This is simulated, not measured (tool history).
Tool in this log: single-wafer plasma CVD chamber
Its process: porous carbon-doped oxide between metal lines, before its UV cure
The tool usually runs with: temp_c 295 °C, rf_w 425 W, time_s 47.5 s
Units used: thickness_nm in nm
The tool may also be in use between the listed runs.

run    hour  temp_c  rf_w  time_s  wafers since the last listed run  hours since the last thermocouple change  hours since the last RF generator calibration  hours since the showerhead was replaced  hours since the gauge calibration  read-back reference wafer on the same gauge, thickness_nm  thickness_nm
  1     0.0     295   425    54.9                                 0                                     852.5                                          135.4                                   1483.1                              481.4                                                    269.323       284.025
  2    39.5     302   425    47.5                               930                                     892.0                                          174.9                                   1522.6                              520.9                                                    268.728       236.436
       83.3  -- gauge calibrated
  3   104.1     302   425    47.5                              1521                                     956.6                                          239.5                                   1587.2                               20.8                                                    268.984       239.069
  4   204.4     295   425    47.5                              2361                                    1056.9                                          339.8                                   1687.5                              121.1                                                    268.759       244.019
  5   258.0     295   425    47.5                              1262                                    1110.5                                          393.4                                   1741.1                              174.7                                                    268.700       244.172
  6   309.3     295   425    47.5                              1208                                    1161.8                                          444.7                                   1792.4                              226.0                                                    268.887       242.386
  7   336.9     295   425    41.0                               649                                    1189.4                                          472.3                                   1820.0                              253.6                                                    269.551       211.912
  8   406.5     295   425    41.0                              1638                                    1259.0                                          541.9                                   1889.6                              323.2                                                    269.014       209.968
  9   444.2     295   425    41.0                               887                                    1296.7                                          579.6                                   1927.3                              360.9                                                    268.824       209.820
 10   500.4     295   425    47.5                              1323                                    1352.9                                          635.8                                   1983.5                              417.1                                                    269.186       242.554
 11   562.7     295   425    47.5                              1467                                    1415.2                                          698.1                                   2045.8                              479.4                                                    269.614       240.465
      592.1  -- gauge calibrated
 12   612.1     302   425    47.5                              1163                                    1464.6                                          747.5                                   2095.2                               20.0                                                    268.854       233.360
 13   649.1     305   485    53.1                               871                                    1501.6                                          784.5                                   2132.2                               57.0                                                    268.968       288.461
 14   711.0     286   425    47.5                              1457                                    1563.5                                          846.4                                   2194.1                              118.9                                                    269.216       253.011
 15   744.0     295   425    47.5                               777                                    1596.5                                          879.4                                   2227.1                              151.9                                                    268.931       240.547
      770.5  -- thermocouple changed; heater temperature recalibrated
      796.5  -- RF generator calibrated
 16   800.8     295   425    39.7                               960                                      30.3                                            4.3                                   2283.9                              208.7                                                    268.512       206.869
 17   835.1     295   425    47.5                               807                                      64.6                                           38.6                                   2318.2                              243.0                                                    268.850       247.166
 18   905.1     295   500    56.2                              1648                                     134.6                                          108.6                                   2388.2                              313.0                                                    268.813       336.120
      923.0  -- showerhead replaced
 19   973.2     303   455    52.5                              1415                                     202.7                                          176.7                                     50.2                              381.1                                                    268.632       278.211
 20  1029.3     302   425    47.5                              1321                                     258.8                                          232.8                                    106.3                              437.2                                                    268.879       237.102
 21  1084.0     295   425    53.5                              1288                                     313.5                                          287.5                                    161.0                              491.9                                                    269.089       274.329
 22  1122.3     295   425    38.9                               901                                     351.8                                          325.8                                    199.3                              530.2                                                    269.246       201.863
     1128.3  -- gauge calibrated
 23  1174.6     283   455    52.8                              1231                                     404.1                                          378.1                                    251.6                               46.3                                                    269.098       309.678

Predict each of these 4 candidate next runs independently; none follows another, all start after run 23:
  A  1175.0     295   425    47.5                                 9                                     404.5                                          378.5                                    252.0                               46.7                                                          ?             ?
  B  1175.0     295   490    47.5                                 9                                     404.5                                          378.5                                    252.0                               46.7                                                          ?             ?
  C  1175.0     284   505    44.8                                 9                                     404.5                                          378.5                                    252.0                               46.7                                                          ?             ?
  D  1175.0     303   385    53.6                                 9                                     404.5                                          378.5                                    252.0                               46.7                                                          ?             ?

run  read-back reference wafer on the same gauge, thickness_nm  thickness_nm
  A                                                    268.991       244.885
  B                                                    268.991       278.008
  C                                                    268.991       285.152
  D                                                    268.991       239.938
What these runs would have given with no unlogged condition in the tool:
run  thickness_nm
  A       248.559
  B       281.597
  C       288.810
  D       243.664
